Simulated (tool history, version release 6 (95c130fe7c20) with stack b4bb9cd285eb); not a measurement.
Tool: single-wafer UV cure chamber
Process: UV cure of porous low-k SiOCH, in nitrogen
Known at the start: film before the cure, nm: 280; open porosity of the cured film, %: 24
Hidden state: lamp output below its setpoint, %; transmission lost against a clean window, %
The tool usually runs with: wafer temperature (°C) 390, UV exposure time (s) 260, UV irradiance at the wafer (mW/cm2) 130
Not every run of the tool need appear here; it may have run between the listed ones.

run    hour  wafer temperature (°C)  UV exposure time (s)  UV irradiance at the wafer (mW/cm2)  wafers since the last listed run  hours since the UV bulbs were replaced  wafers since the quartz window was cleaned  loss of film thickness in the cure (%)
  1     0.0                     390                   260                                  130                                 0                                   516.9                                        1801                                  15.868
  2    46.6                     390                   260                                  130                               261                                   563.5                                        2063                                  15.717
       90.5  -- quartz window cleaned
  3   133.7                     390                   260                                  130                               444                                   650.6                                         242                                  15.960
  4   226.2                     390                   260                                  142                               519                                   743.1                                         762                                  16.834
  5   325.4                     390                   260                                  130                               557                                   842.3                                        1319                                  16.104
  6   418.7                     390                   260                                  130                               523                                   935.6                                        1843                                  15.886
  7   500.5                     390                   260                                  130                               459                                  1017.4                                        2302                                  16.014
      523.4  -- quartz window cleaned
  8   542.1                     390                   260                                  130                               188                                  1059.0                                         104                                  16.042
  9   638.6                     390                   260                                  130                               541                                  1155.5                                         646                                  15.853
 10   697.8                     390                   260                                  130                               332                                  1214.7                                         979                                  16.011
 11   801.7                     390                   260                                  130                               583                                  1318.6                                        1562                                  16.040
 12   861.2                     390                   260                                  130                               334                                  1378.1                                        1896                                  15.987
 13   942.6                     390                   260                                  141                               457                                  1459.5                                        2353                                  16.493
      956.7  -- quartz window cleaned
 14  1039.1                     376                   200                                  130                               496                                  1556.0                                         462                                  14.385
 15  1131.0                     383                   260                                  108                               516                                  1647.9                                         978                                  14.853
 16  1232.3                     390                   405                                  130                               568                                  1749.2                                        1547                                  18.415
 17  1324.6                     390                   260                                  130                               518                                  1841.5                                        2065                                  15.929
     1372.2  -- quartz window cleaned
 18  1392.4                     383                   105                                  113                               335                                  1909.3                                         113                                  10.366
     1477.7  -- UV bulbs replaced
 19  1491.2                     390                   180                                  116                               509                                    13.5                                         623                                  13.486
 20  1537.5                     407                   155                                  162                               259                                    59.8                                         883                                  14.762
 21  1637.4                     375                   260                                  130                               560                                   159.7                                        1444                                  15.696
 22  1686.9                     390                   260                                  130                               277                                   209.2                                        1722                                  15.825
 23  1775.4                     380                   145                                  152                               496                                   297.7                                        2218                                  13.340
     1785.5  -- quartz window cleaned
 24  1888.5                     375                   180                                  148                               590                                   410.8                                         578                                  14.443

Each row is a separate what-if for the run after 24, all from the same tool condition, not one after another. Results?
  A  1889.0                     372                   260                                  130                                 2                                   411.3                                         581                                       ?
  B  1889.0                     390                   390                                  115                                 2                                   411.3                                         581                                       ?
  C  1889.0                     390                   130                                  102                                 2                                   411.3                                         581                                       ?

run  loss of film thickness in the cure (%)
  A                                  15.551
  B                                  17.502
  C                                  11.070
Stripped of hidden state, with their random variation kept, the same runs would have yielded:
run  loss of film thickness in the cure (%)
  A                                  15.551
  B                                  17.502
  C                                  11.070

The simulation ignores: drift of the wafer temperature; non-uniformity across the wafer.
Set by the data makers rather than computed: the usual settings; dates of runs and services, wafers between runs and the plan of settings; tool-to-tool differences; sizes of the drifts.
